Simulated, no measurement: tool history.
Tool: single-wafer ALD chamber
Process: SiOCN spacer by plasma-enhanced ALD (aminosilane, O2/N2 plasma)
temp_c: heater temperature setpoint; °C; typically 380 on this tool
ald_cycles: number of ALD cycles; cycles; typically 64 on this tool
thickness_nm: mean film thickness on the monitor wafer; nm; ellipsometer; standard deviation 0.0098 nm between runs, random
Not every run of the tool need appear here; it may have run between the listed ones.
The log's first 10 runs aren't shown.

run	day	temp_c	ald_cycles	read-back reference wafer on the same gauge, thickness_nm	thickness_nm
11	10.050	380	71	4.315	4.409
12	11.417	380	71	4.318	4.423
13	12.500	380	64	4.322	3.998
14	13.233	385	64	4.327	3.972
15	14.350	385	64	4.329	3.992
16	15.162	389	77	4.330	4.807
# day 16.067: gauge calibrated
17	16.338	367	71	4.238	4.338
# day 16.746: thermocouple changed; heater temperature recalibrated
18	19.467	380	70	4.248	4.302
19	19.971	392	74	4.248	4.522
20	21.262	372	77	4.251	4.712
21	21.792	380	64	4.258	3.919
22	22.921	380	64	4.262	3.914
23	24.042	390	75	4.269	4.608
24	24.846	385	54	4.270	3.305
25	25.504	385	59	4.267	3.621
26	26.446	380	64	4.276	3.941
27	27.408	367	56	4.277	3.450
28	28.517	380	64	4.273	3.926
29	29.512	383	64	4.277	3.949
30	30.092	380	76	4.283	4.684

4 options for the next run, each taken on its own from the tool as it stands now. Forecast them:
A	30.112	380	64	?	?
B	30.112	376	72	?	?
C	30.112	394	64	?	?
D	30.112	380	73	?	?

run	read-back reference wafer on the same gauge, thickness_nm	thickness_nm
A	4.277	3.931
B	4.277	4.423
C	4.277	3.931
D	4.277	4.484
Without the tool's unlogged condition, the same runs would have read:
run	thickness_nm
A	3.893
B	4.380
C	3.893
D	4.440
